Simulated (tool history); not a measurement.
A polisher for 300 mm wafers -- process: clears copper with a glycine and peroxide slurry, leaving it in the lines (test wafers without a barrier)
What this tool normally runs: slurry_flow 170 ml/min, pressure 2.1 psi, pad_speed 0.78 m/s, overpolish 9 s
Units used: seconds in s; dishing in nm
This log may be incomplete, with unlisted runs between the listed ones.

run,hour,slurry_flow,pressure,pad_speed,overpolish,"incoming thickness of the incoming film, nm",seconds,dishing
1,0.0,170,2.1,0.60,9,463.2,188.3,17.6
# hour 33.9: slurry nozzle cleaned
# hour 187.0: head pressure recalibrated
2,275.6,170,2.1,0.58,9,465.5,184.4,18.6
3,337.1,200,2.1,0.78,9,467.1,146.2,22.5
# hour 355.5: worn pad replaced by a new one
4,387.4,200,2.1,0.78,9,468.6,147.4,22.4
5,433.6,170,2.1,0.78,9,473.3,155.6,20.7
# hour 452.5: slurry nozzle cleaned
6,481.5,170,2.1,0.78,9,479.3,142.8,23.0
7,527.9,170,2.1,0.98,9,475.4,122.7,26.1
8,625.4,170,2.1,0.98,9,472.9,123.1,25.8
9,689.0,130,2.1,0.78,5,473.2,165.0,11.6
# hour 697.9: head pressure recalibrated
10,795.1,130,2.1,0.78,5,463.7,167.2,11.5
# hour 847.3: worn pad replaced by a new one
11,859.2,170,2.5,0.78,9,464.8,134.7,23.5
12,963.2,170,2.5,0.78,9,471.5,135.3,23.8
# hour 991.0: slurry nozzle cleaned
13,1016.5,170,2.5,0.78,9,471.5,125.9,25.7
14,1122.1,170,2.1,0.78,9,464.1,144.9,22.0
# hour 1198.8: head pressure recalibrated
15,1212.8,170,2.1,0.78,9,476.2,150.4,21.9
16,1257.4,170,2.1,0.78,9,471.8,152.3,21.9
# hour 1284.0: worn pad replaced by a new one
17,1352.9,170,2.1,1.04,4,470.8,124.5,12.3
# hour 1440.4: slurry nozzle cleaned
18,1448.1,170,2.1,0.78,9,473.5,142.9,23.6
19,1516.3,170,1.5,0.78,9,470.9,182.5,17.7
20,1619.4,170,2.5,0.78,9,465.5,129.9,24.4
# hour 1624.8: head pressure recalibrated
21,1672.6,170,2.1,0.78,9,470.4,155.4,21.4
# hour 1701.7: worn pad replaced by a new one
22,1711.9,170,2.6,0.78,9,476.8,132.9,24.5
23,1788.9,170,2.1,0.78,9,459.8,156.7,21.4
# hour 1855.6: slurry nozzle cleaned
24,1870.2,170,2.1,0.78,9,466.2,136.7,23.9
25,1914.0,195,2.6,0.96,12,473.5,100.9,39.0
26,2014.8,170,1.7,0.60,11,472.9,207.6,19.9
27,2066.2,170,2.5,0.52,9,466.5,171.2,18.7
28,2143.8,170,2.6,0.78,7,468.9,127.0,19.8
# hour 2158.3: head pressure recalibrated
# hour 2179.4: worn pad replaced by a new one
29,2222.2,145,1.8,0.98,11,476.3,154.4,24.7
30,2266.8,125,2.1,0.96,9,463.4,146.5,21.7
# hour 2291.3: slurry nozzle cleaned
31,2314.3,170,2.1,0.78,13,476.0,140.9,31.2
32,2408.4,170,1.9,0.92,5,465.5,138.6,13.7

Below are 3 alternative next runs, each starting from the tool's condition after run 32. Predict each:
A,2408.9,170,2.1,0.78,9,472.2,?,?
B,2408.9,150,2.1,0.54,9,472.2,?,?
C,2408.9,170,2.1,0.78,6,472.2,?,?

run,seconds,dishing
A,145.4,21.6
B,193.9,16.7
C,145.4,14.9
With the hidden condition removed and each run's random variation left untouched, the same runs would have given:
run,seconds,dishing
A,136.1,22.9
B,179.8,17.9
C,136.1,15.8

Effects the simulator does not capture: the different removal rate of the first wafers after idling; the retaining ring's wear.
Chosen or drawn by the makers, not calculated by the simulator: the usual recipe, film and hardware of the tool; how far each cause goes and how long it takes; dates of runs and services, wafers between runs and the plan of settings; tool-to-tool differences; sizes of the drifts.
